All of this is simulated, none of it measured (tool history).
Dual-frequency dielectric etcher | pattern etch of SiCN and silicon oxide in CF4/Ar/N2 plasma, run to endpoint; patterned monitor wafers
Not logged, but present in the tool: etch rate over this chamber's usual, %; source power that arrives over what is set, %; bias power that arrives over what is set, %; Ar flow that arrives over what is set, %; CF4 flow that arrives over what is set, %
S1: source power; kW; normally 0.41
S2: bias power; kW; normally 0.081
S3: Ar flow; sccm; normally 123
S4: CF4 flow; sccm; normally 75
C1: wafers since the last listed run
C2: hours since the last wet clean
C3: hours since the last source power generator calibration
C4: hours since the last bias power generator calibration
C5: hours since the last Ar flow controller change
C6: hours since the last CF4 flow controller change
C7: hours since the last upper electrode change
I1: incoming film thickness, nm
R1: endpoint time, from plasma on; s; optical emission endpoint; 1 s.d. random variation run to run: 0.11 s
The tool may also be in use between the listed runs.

Run 1, hour 0: usual settings but S3 105 sccm; C1 0; C2 207.5; C3 3208.7; C4 3508.6; C5 1517.1; C6 3767.5; C7 2711.9; I1 13.3. Result: R1 15.1 s.
Run 2, hour 213.3: usual settings but S3 105 sccm; C1 3046; C2 420.8; C3 3422; C4 3721.9; C5 1730.4; C6 3980.8; C7 2925.2; I1 13.27. Result: R1 15 s.
Run 3, hour 262.2: usual settings but S3 105 sccm; C1 698; C2 469.7; C3 3470.9; C4 3770.8; C5 1779.3; C6 4029.7; C7 2974.1; I1 13.4. Result: R1 15.2 s.
Run 4, hour 333.6: usual settings but S3 133 sccm; C1 1019; C2 541.1; C3 3542.3; C4 3842.2; C5 1850.7; C6 4101.1; C7 3045.5; I1 13.44. Result: R1 15.8 s.
At hour 423.4: CF4 flow controller replaced.
At hour 430.6: wet clean of the chamber.
Run 5, hour 431.1: usual settings but S3 133 sccm; C1 1204; C2 0.5; C3 3639.8; C4 3939.7; C5 1948.2; C6 7.7; C7 3143; I1 13.31. Result: R1 15.6 s.
At hour 486.5: bias power generator calibrated.
Run 6, hour 516.4: usual settings but S3 133 sccm; C1 1161; C2 85.8; C3 3725.1; C4 29.9; C5 2033.5; C6 93; C7 3228.3; I1 13.22. Result: R1 15.4 s.
Run 7, hour 618.9: usual settings; C1 1463; C2 188.3; C3 3827.6; C4 132.4; C5 2136; C6 195.5; C7 3330.8; I1 13.54. Result: R1 15.5 s.
Run 8, hour 684.1: usual settings but S3 133 sccm; C1 931; C2 253.5; C3 3892.8; C4 197.6; C5 2201.2; C6 260.7; C7 3396; I1 13.5. Result: R1 15.6 s.
At hour 736.4: source power generator calibrated.
At hour 740.7: upper electrode replaced.
Run 9, hour 741.2: usual settings but S1 0.49 kW, S2 0.068 kW; C1 696; C2 310.6; C3 4.8; C4 254.7; C5 2258.3; C6 317.8; C7 0.5; I1 13.25. Result: R1 13.9 s.
At hour 769: Ar flow controller replaced.
Run 10, hour 782.9: usual settings but S3 143 sccm, S4 57 sccm; C1 509; C2 352.3; C3 46.5; C4 296.4; C5 13.9; C6 359.5; C7 42.2; I1 13.45. Result: R1 16.9 s.
Run 11, hour 839.8: usual settings but S1 0.46 kW, S2 0.071 kW; C1 812; C2 409.2; C3 103.4; C4 353.3; C5 70.8; C6 416.4; C7 99.1; I1 13.45. Result: R1 14.6 s.
Run 12, hour 885.4: usual settings but S1 0.32 kW, S2 0.095 kW, S4 57 sccm; C1 651; C2 454.8; C3 149; C4 398.9; C5 116.4; C6 462; C7 144.7; I1 13.3. Result: R1 19 s.
At hour 941.4: wet clean of the chamber.
Run 13, hour 941.9: usual settings but S3 143 sccm, S4 57 sccm; C1 464; C2 0.5; C3 205.5; C4 455.4; C5 172.9; C6 518.5; C7 201.2; I1 13.24. Result: R1 16.6 s.
Run 14, hour 997.6: usual settings but S3 104 sccm; C1 795; C2 56.2; C3 261.2; C4 511.1; C5 228.6; C6 574.2; C7 256.9; I1 13.38. Result: R1 15.1 s.

Each row is a separate what-if for the run after 14, all from the same tool condition, not one after another. Results?
Run A, hour 998: usual settings but S3 113 sccm; C1 5; C2 56.6; C3 261.6; C4 511.5; C5 229; C6 574.6; C7 257.3; I1 13.56. Result: R1 ?.
Run B, hour 998: usual settings but S1 0.33 kW, S2 0.096 kW; C1 5; C2 56.6; C3 261.6; C4 511.5; C5 229; C6 574.6; C7 257.3; I1 13.56. Result: R1 ?.
Run C, hour 998: usual settings but S2 0.095 kW, S3 146 sccm, S4 62 sccm; C1 5; C2 56.6; C3 261.6; C4 511.5; C5 229; C6 574.6; C7 257.3; I1 13.56. Result: R1 ?.
Run D, hour 998: usual settings but S1 0.34 kW, S2 0.095 kW, S3 139 sccm, S4 61 sccm; C1 5; C2 56.6; C3 261.6; C4 511.5; C5 229; C6 574.6; C7 257.3; I1 13.56. Result: R1 ?.

run    R1
  A  15.4
  B  17.9
  C    16
  D  18.5
Take away the tool's hidden state, keep each run's random variation, and the runs would have read:
run    R1
  A  15.4
  B  17.9
  C    16
  D  18.5
